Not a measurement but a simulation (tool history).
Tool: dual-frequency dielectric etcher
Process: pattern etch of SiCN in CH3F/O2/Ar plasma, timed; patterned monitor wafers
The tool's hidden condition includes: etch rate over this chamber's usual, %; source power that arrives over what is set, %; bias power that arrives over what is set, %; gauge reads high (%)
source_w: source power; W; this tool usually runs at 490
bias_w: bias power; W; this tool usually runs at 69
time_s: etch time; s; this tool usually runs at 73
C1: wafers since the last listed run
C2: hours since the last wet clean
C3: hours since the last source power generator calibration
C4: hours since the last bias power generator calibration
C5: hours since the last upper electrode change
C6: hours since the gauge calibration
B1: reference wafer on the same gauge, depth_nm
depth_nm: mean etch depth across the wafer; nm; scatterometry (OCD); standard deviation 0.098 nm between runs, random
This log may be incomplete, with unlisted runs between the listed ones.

Run 1, hour 0: usual settings; C1 0; C2 582.4; C3 1647.6; C4 3084.7; C5 5344.6; C6 121.3; B1 27.3. Result: depth_nm 27.54 nm.
Run 2, hour 51.3: usual settings; C1 642; C2 633.7; C3 1698.9; C4 3136; C5 5395.9; C6 172.6; B1 27.31. Result: depth_nm 27.57 nm.
At hour 126.4: wet clean of the chamber.
Run 3, hour 126.9: usual settings; C1 645; C2 0.5; C3 1774.5; C4 3211.6; C5 5471.5; C6 248.2; B1 27.29. Result: depth_nm 28.26 nm.
Run 4, hour 149.9: usual settings but source_w 440 W; C1 287; C2 23.5; C3 1797.5; C4 3234.6; C5 5494.5; C6 271.2; B1 27.3. Result: depth_nm 26.45 nm.
Run 5, hour 206.1: usual settings but source_w 440 W; C1 703; C2 79.7; C3 1853.7; C4 3290.8; C5 5550.7; C6 327.4; B1 27.3. Result: depth_nm 26.44 nm.
Run 6, hour 259.1: usual settings but source_w 440 W; C1 663; C2 132.7; C3 1906.7; C4 3343.8; C5 5603.7; C6 380.4; B1 27.3. Result: depth_nm 26.37 nm.
Run 7, hour 301.5: usual settings but time_s 66 s; C1 530; C2 175.1; C3 1949.1; C4 3386.2; C5 5646.1; C6 422.8; B1 27.3. Result: depth_nm 25.55 nm.
Run 8, hour 365: usual settings but time_s 79.5 s; C1 794; C2 238.6; C3 2012.6; C4 3449.7; C5 5709.6; C6 486.3; B1 27.29. Result: depth_nm 30.83 nm.
Run 9, hour 429.8: usual settings but time_s 79.5 s; C1 811; C2 303.4; C3 2077.4; C4 3514.5; C5 5774.4; C6 551.1; B1 27.3. Result: depth_nm 30.61 nm.
Run 10, hour 495.4: usual settings but bias_w 56 W; C1 821; C2 369; C3 2143; C4 3580.1; C5 5840; C6 616.7; B1 27.28. Result: depth_nm 26.5 nm.
Run 11, hour 526.1: usual settings but bias_w 56 W; C1 384; C2 399.7; C3 2173.7; C4 3610.8; C5 5870.7; C6 647.4; B1 27.3. Result: depth_nm 26.41 nm.
Run 12, hour 593.1: usual settings but bias_w 56 W; C1 838; C2 466.7; C3 2240.7; C4 3677.8; C5 5937.7; C6 714.4; B1 27.29. Result: depth_nm 26.38 nm.
Run 13, hour 662.8: usual settings; C1 872; C2 536.4; C3 2310.4; C4 3747.5; C5 6007.4; C6 784.1; B1 27.29. Result: depth_nm 27.91 nm.
Run 14, hour 710.8: usual settings but time_s 56.5 s; C1 600; C2 584.4; C3 2358.4; C4 3795.5; C5 6055.4; C6 832.1; B1 27.3. Result: depth_nm 21.73 nm.
Run 15, hour 758.3: usual settings but source_w 420 W; C1 594; C2 631.9; C3 2405.9; C4 3843; C5 6102.9; C6 879.6; B1 27.28. Result: depth_nm 25.35 nm.
At hour 810: wet clean of the chamber.
Run 16, hour 810.5: usual settings but source_w 610 W, time_s 85 s; C1 353; C2 0.5; C3 2458.1; C4 3895.2; C5 6155.1; C6 931.8; B1 27.3. Result: depth_nm 38.01 nm.
Run 17, hour 846.9: usual settings but source_w 610 W, time_s 81 s; C1 455; C2 36.9; C3 2494.5; C4 3931.6; C5 6191.5; C6 968.2; B1 27.31. Result: depth_nm 36.23 nm.
At hour 997.4: source power generator calibrated.
Run 18, hour 1050.9: usual settings; C1 2503; C2 240.9; C3 53.5; C4 4135.6; C5 6395.5; C6 1172.2; B1 27.31. Result: depth_nm 27.75 nm.
At hour 1081: upper electrode replaced.
Run 19, hour 1081.5: usual settings but source_w 390 W; C1 82; C2 271.5; C3 84.1; C4 4166.2; C5 0.5; C6 1202.8; B1 27.32. Result: depth_nm 23.77 nm.
Run 20, hour 1109.5: usual settings but source_w 570 W, bias_w 75 W, time_s 54.5 s; C1 350; C2 299.5; C3 112.1; C4 4194.2; C5 28.5; C6 1230.8; B1 27.3. Result: depth_nm 23.06 nm.
Run 21, hour 1180.7: usual settings but source_w 410 W, bias_w 74 W, time_s 53.5 s; C1 891; C2 370.7; C3 183.3; C4 4265.4; C5 99.7; C6 1302; B1 27.28. Result: depth_nm 18.35 nm.
At hour 1185.1: bias power generator calibrated.
Run 22, hour 1247.8: usual settings but time_s 53 s; C1 789; C2 437.8; C3 250.4; C4 62.7; C5 166.8; C6 1369.1; B1 27.31. Result: depth_nm 19.99 nm.
At hour 1288.4: gauge calibrated.
Run 23, hour 1318.1: usual settings but time_s 94 s; C1 880; C2 508.1; C3 320.7; C4 133; C5 237.1; C6 29.7; B1 27.29. Result: depth_nm 35.14 nm.
At hour 1369.8: wet clean of the chamber.
Run 24, hour 1370.3: usual settings; C1 353; C2 0.5; C3 372.9; C4 185.2; C5 289.3; C6 81.9; B1 27.28. Result: depth_nm 27.68 nm.
Run 25, hour 1409.4: usual settings; C1 489; C2 39.6; C3 412; C4 224.3; C5 328.4; C6 121; B1 27.31. Result: depth_nm 27.79 nm.
Run 26, hour 1445.8: usual settings; C1 455; C2 76; C3 448.4; C4 260.7; C5 364.8; C6 157.4; B1 27.29. Result: depth_nm 27.72 nm.
Run 27, hour 1481.2: usual settings but source_w 380 W, bias_w 79 W; C1 443; C2 111.4; C3 483.8; C4 296.1; C5 400.2; C6 192.8; B1 27.31. Result: depth_nm 24.59 nm.
Run 28, hour 1544.7: usual settings but source_w 600 W, time_s 61.5 s; C1 794; C2 174.9; C3 547.3; C4 359.6; C5 463.7; C6 256.3; B1 27.31. Result: depth_nm 26.13 nm.
Run 29, hour 1598.1: usual settings; C1 668; C2 228.3; C3 600.7; C4 413; C5 517.1; C6 309.7; B1 27.3. Result: depth_nm 27.64 nm.
Run 30, hour 1632.1: usual settings but bias_w 83 W, time_s 55.5 s; C1 425; C2 262.3; C3 634.7; C4 447; C5 551.1; C6 343.7; B1 27.26. Result: depth_nm 22.24 nm.

Below are 4 alternative next runs, each starting from the tool's condition after run 30. Predict each:
Run A, hour 1632.5: usual settings but source_w 550 W; C1 5; C2 262.7; C3 635.1; C4 447.4; C5 551.5; C6 344.1; B1 ?. Result: depth_nm ?.
Run B, hour 1632.5: usual settings but source_w 600 W, time_s 85.5 s; C1 5; C2 262.7; C3 635.1; C4 447.4; C5 551.5; C6 344.1; B1 ?. Result: depth_nm ?.
Run C, hour 1632.5: usual settings but time_s 56 s; C1 5; C2 262.7; C3 635.1; C4 447.4; C5 551.5; C6 344.1; B1 ?. Result: depth_nm ?.
Run D, hour 1632.5: usual settings but bias_w 60 W, time_s 51.5 s; C1 5; C2 262.7; C3 635.1; C4 447.4; C5 551.5; C6 344.1; B1 ?. Result: depth_nm ?.

run     B1  depth_nm
  A  27.29     29.48
  B  27.29     36.25
  C  27.29     21.13
  D  27.29     18.62
Stripped of hidden state, with their random variation kept, the same runs would have yielded:
run  depth_nm
  A     29.96
  B     36.85
  C     21.47
  D     18.92

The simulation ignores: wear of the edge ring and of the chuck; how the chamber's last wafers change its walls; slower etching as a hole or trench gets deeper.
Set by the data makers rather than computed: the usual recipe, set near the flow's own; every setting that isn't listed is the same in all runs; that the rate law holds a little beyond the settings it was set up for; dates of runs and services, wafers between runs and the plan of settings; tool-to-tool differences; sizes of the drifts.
